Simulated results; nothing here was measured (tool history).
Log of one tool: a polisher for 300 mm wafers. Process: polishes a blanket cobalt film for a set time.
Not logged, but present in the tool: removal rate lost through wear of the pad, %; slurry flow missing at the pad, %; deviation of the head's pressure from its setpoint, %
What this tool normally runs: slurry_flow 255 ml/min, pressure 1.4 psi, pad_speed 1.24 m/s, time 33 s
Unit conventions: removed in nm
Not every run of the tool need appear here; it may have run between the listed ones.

run,hour,slurry_flow,pressure,pad_speed,time,wafers since the last listed run,wafers polished on this pad,hours since the slurry nozzle was cleaned,hours since the head pressure was calibrated,"incoming thickness of the incoming film, nm",removed
1,0,255,1.4,1.24,33,0,1877,105.5,659.9,1407.8,126.3
2,32.6,255,1.4,1.24,33,427,2304,138.1,692.5,1404,121.9
3,57.1,255,1.4,1.24,33,320,2625,162.6,717,1428.8,121.1
# hour 80.5: worn pad replaced by a new one
4,114.2,255,1.3,1.24,33,695,441,219.7,774.1,1408.6,121
5,156.7,255,1.3,1.24,33,556,998,262.2,816.6,1418.1,119.5
6,201.1,295,1.4,1.24,33,581,1579,306.6,861,1407.2,129.3
7,255.7,295,1.4,1.24,33,715,2295,361.2,915.6,1426.9,125.6
# hour 284.4: worn pad replaced by a new one
8,296.3,255,1.4,1.24,33,479,156,401.8,956.2,1423.9,128.1
9,355,255,1.4,1.24,33,768,925,460.5,1014.9,1424.2,127.7
10,381.4,255,1.4,1.24,33,345,1271,486.9,1041.3,1386.9,127.3
# hour 428.3: slurry nozzle cleaned
11,448.1,255,1.4,1.24,33,860,2131,19.8,1108,1419.5,120.4
12,479.8,255,1.4,1.24,33,415,2547,51.5,1139.7,1406.6,118.6
# hour 496.3: worn pad replaced by a new one, of another model than before
13,515.3,315,1.8,1.02,33,412,248,87,1175.2,1413.2,134.2
14,572.6,255,1.4,1.24,33,750,999,144.3,1232.5,1410.8,124.9
# hour 605.8: head pressure recalibrated
15,640.7,210,1.7,1.06,33,865,1865,212.4,34.9,1384.1,123
16,713.9,255,1.4,1.24,42,958,2824,285.6,108.1,1422,147.6
# hour 721: worn pad replaced by a new one
17,748.5,255,1.3,1.24,33,400,359,320.2,142.7,1394.7,126
18,782,255,1.4,1.24,33,438,798,353.7,176.2,1406.4,127.5
19,821.4,210,1.6,0.96,33,516,1314,393.1,215.6,1441.4,116
20,877.5,255,1.1,1.24,42,734,2049,449.2,271.7,1388.7,133.5
# hour 893.2: slurry nozzle cleaned
21,906.4,255,1.8,0.9,33,365,2415,13.2,300.6,1411.5,114
# hour 927: worn pad replaced by a new one
22,1098.2,255,0.9,1.24,39,2460,2242,205,492.4,1416.4,110.8
23,1125.4,310,1.4,1.36,24,356,2599,232.2,519.6,1407.2,95.1

Table of differences, measured result less the result of that run with no hidden state. Run-to-run variation is the same in both. Gauge scatter possibly is not:
run,removed
1,-5.5
2,-8
3,-10.4
4,-0.3
5,-1.4
6,-3.7
7,-7.7
8,-2.9
9,-4.1
10,-5.3
11,-9.4
12,-12.2
13,-2.6
14,-3.8
15,-7.5
16,-17.6
17,-1.8
18,-2.6
19,-3.7
20,-8.3
21,-9.5
22,-6.5
23,-7.6

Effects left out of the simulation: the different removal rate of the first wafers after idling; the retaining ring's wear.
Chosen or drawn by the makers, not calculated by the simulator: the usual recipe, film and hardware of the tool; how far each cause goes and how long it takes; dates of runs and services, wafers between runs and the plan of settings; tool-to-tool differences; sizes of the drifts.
